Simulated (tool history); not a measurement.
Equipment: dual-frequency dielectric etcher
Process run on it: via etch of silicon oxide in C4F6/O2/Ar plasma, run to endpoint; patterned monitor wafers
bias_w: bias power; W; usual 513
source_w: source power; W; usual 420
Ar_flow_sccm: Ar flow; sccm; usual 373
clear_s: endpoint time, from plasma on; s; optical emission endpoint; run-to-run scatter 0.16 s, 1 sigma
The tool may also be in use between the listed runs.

| run | hour | bias_w | source_w | Ar_flow_sccm | wafers since the last listed run | hours since the last wet clean | hours since the last bias power generator calibration | hours since the last source power generator calibration | hours since the last Ar flow controller change | hours since the last upper electrode change | incoming incoming film thickness, nm | clear_s |
|---|---|---|---|---|---|---|---|---|---|---|---|---|
| 1 | 0.0 | 422 | 420 | 373 | 0 | 469.4 | 1069.2 | 1991.3 | 4235.2 | 3602.5 | 136.1 | 32.1 |
| 2 | 49.2 | 422 | 420 | 373 | 571 | 518.6 | 1118.4 | 2040.5 | 4284.4 | 3651.7 | 136.1 | 32.1 |
|  | 85.3 | wet clean of the chamber |
| 3 | 106.0 | 513 | 420 | 373 | 381 | 20.7 | 1175.2 | 2097.3 | 4341.2 | 3708.5 | 136.2 | 31.1 |
| 4 | 148.1 | 513 | 420 | 373 | 489 | 62.8 | 1217.3 | 2139.4 | 4383.3 | 3750.6 | 136.4 | 30.8 |
| 5 | 200.5 | 513 | 420 | 373 | 609 | 115.2 | 1269.7 | 2191.8 | 4435.7 | 3803.0 | 135.8 | 30.5 |
| 6 | 280.9 | 513 | 420 | 407 | 934 | 195.6 | 1350.1 | 2272.2 | 4516.1 | 3883.4 | 136.9 | 31.0 |
| 7 | 454.8 | 513 | 420 | 373 | 2021 | 369.5 | 1524.0 | 2446.1 | 4690.0 | 4057.3 | 137.6 | 30.6 |
|  | 468.1 | source power generator calibrated |
| 8 | 518.1 | 513 | 420 | 373 | 689 | 432.8 | 1587.3 | 50.0 | 4753.3 | 4120.6 | 135.1 | 30.0 |
| 9 | 566.5 | 513 | 420 | 373 | 562 | 481.2 | 1635.7 | 98.4 | 4801.7 | 4169.0 | 137.3 | 30.2 |
| 10 | 607.5 | 513 | 420 | 373 | 476 | 522.2 | 1676.7 | 139.4 | 4842.7 | 4210.0 | 135.5 | 29.8 |
| 11 | 633.5 | 513 | 420 | 373 | 302 | 548.2 | 1702.7 | 165.4 | 4868.7 | 4236.0 | 136.4 | 30.3 |
|  | 665.2 | wet clean of the chamber |
| 12 | 697.3 | 513 | 420 | 373 | 462 | 32.1 | 1766.5 | 229.2 | 4932.5 | 4299.8 | 134.9 | 30.5 |
|  | 719.3 | Ar flow controller replaced |
| 13 | 752.0 | 513 | 420 | 373 | 566 | 86.8 | 1821.2 | 283.9 | 32.7 | 4354.5 | 135.7 | 30.8 |
| 14 | 800.6 | 513 | 420 | 373 | 565 | 135.4 | 1869.8 | 332.5 | 81.3 | 4403.1 | 135.2 | 30.4 |
| 15 | 834.8 | 427 | 420 | 322 | 397 | 169.6 | 1904.0 | 366.7 | 115.5 | 4437.3 | 137.3 | 31.8 |
| 16 | 892.0 | 399 | 490 | 281 | 664 | 226.8 | 1961.2 | 423.9 | 172.7 | 4494.5 | 135.9 | 29.9 |
| 17 | 931.6 | 441 | 510 | 407 | 460 | 266.4 | 2000.8 | 463.5 | 212.3 | 4534.1 | 135.3 | 30.4 |
| 18 | 962.2 | 405 | 420 | 373 | 355 | 297.0 | 2031.4 | 494.1 | 242.9 | 4564.7 | 136.4 | 32.9 |
| 19 | 1013.1 | 513 | 420 | 426 | 591 | 347.9 | 2082.3 | 545.0 | 293.8 | 4615.6 | 136.0 | 31.0 |
|  | 1055.1 | bias power generator calibrated |
| 20 | 1055.6 | 599 | 490 | 373 | 447 | 390.4 | 0.5 | 587.5 | 336.3 | 4658.1 | 136.3 | 27.4 |
|  | 1122.9 | upper electrode replaced |
| 21 | 1123.4 | 513 | 420 | 373 | 509 | 458.2 | 68.3 | 655.3 | 404.1 | 0.5 | 136.1 | 30.1 |
|  | 1160.1 | wet clean of the chamber |
| 22 | 1182.2 | 513 | 420 | 373 | 404 | 22.1 | 127.1 | 714.1 | 462.9 | 59.3 | 136.8 | 30.8 |
| 23 | 1213.0 | 513 | 420 | 417 | 358 | 52.9 | 157.9 | 744.9 | 493.7 | 90.1 | 136.8 | 31.4 |
| 24 | 1266.6 | 513 | 420 | 373 | 623 | 106.5 | 211.5 | 798.5 | 547.3 | 143.7 | 136.3 | 30.8 |
| 25 | 1335.6 | 461 | 470 | 332 | 802 | 175.5 | 280.5 | 867.5 | 616.3 | 212.7 | 135.9 | 29.8 |
| 26 | 1394.0 | 513 | 420 | 399 | 678 | 233.9 | 338.9 | 925.9 | 674.7 | 271.1 | 135.9 | 30.7 |
| 27 | 1435.7 | 513 | 420 | 373 | 484 | 275.6 | 380.6 | 967.6 | 716.4 | 312.8 | 136.6 | 30.4 |
| 28 | 1504.0 | 513 | 360 | 373 | 794 | 343.9 | 448.9 | 1035.9 | 784.7 | 381.1 | 135.0 | 31.1 |
| 29 | 1551.4 | 513 | 420 | 373 | 551 | 391.3 | 496.3 | 1083.3 | 832.1 | 428.5 | 135.9 | 30.1 |
|  | 1591.7 | wet clean of the chamber |
| 30 | 1592.2 | 513 | 420 | 373 | 195 | 0.5 | 537.1 | 1124.1 | 872.9 | 469.3 | 137.7 | 31.3 |

The same runs without the tool's hidden state, with the same run-to-run variation:
What the log doesn't record here: etch rate over this chamber's usual, %; bias power that arrives over what is set, %; source power that arrives over what is set, %; Ar flow that arrives over what is set, %.
| run | clear_s |
|---|---|
| 1 | 32.9 |
| 2 | 33.0 |
| 3 | 31.2 |
| 4 | 30.9 |
| 5 | 30.7 |
| 6 | 31.3 |
| 7 | 31.2 |
| 8 | 30.6 |
| 9 | 31.0 |
| 10 | 30.6 |
| 11 | 31.1 |
| 12 | 30.5 |
| 13 | 30.9 |
| 14 | 30.6 |
| 15 | 32.1 |
| 16 | 30.3 |
| 17 | 30.8 |
| 18 | 33.4 |
| 19 | 31.6 |
| 20 | 27.9 |
| 21 | 30.8 |
| 22 | 31.0 |
| 23 | 31.6 |
| 24 | 31.0 |
| 25 | 30.1 |
| 26 | 31.1 |
| 27 | 30.9 |
| 28 | 31.7 |
| 29 | 30.8 |
| 30 | 31.3 |
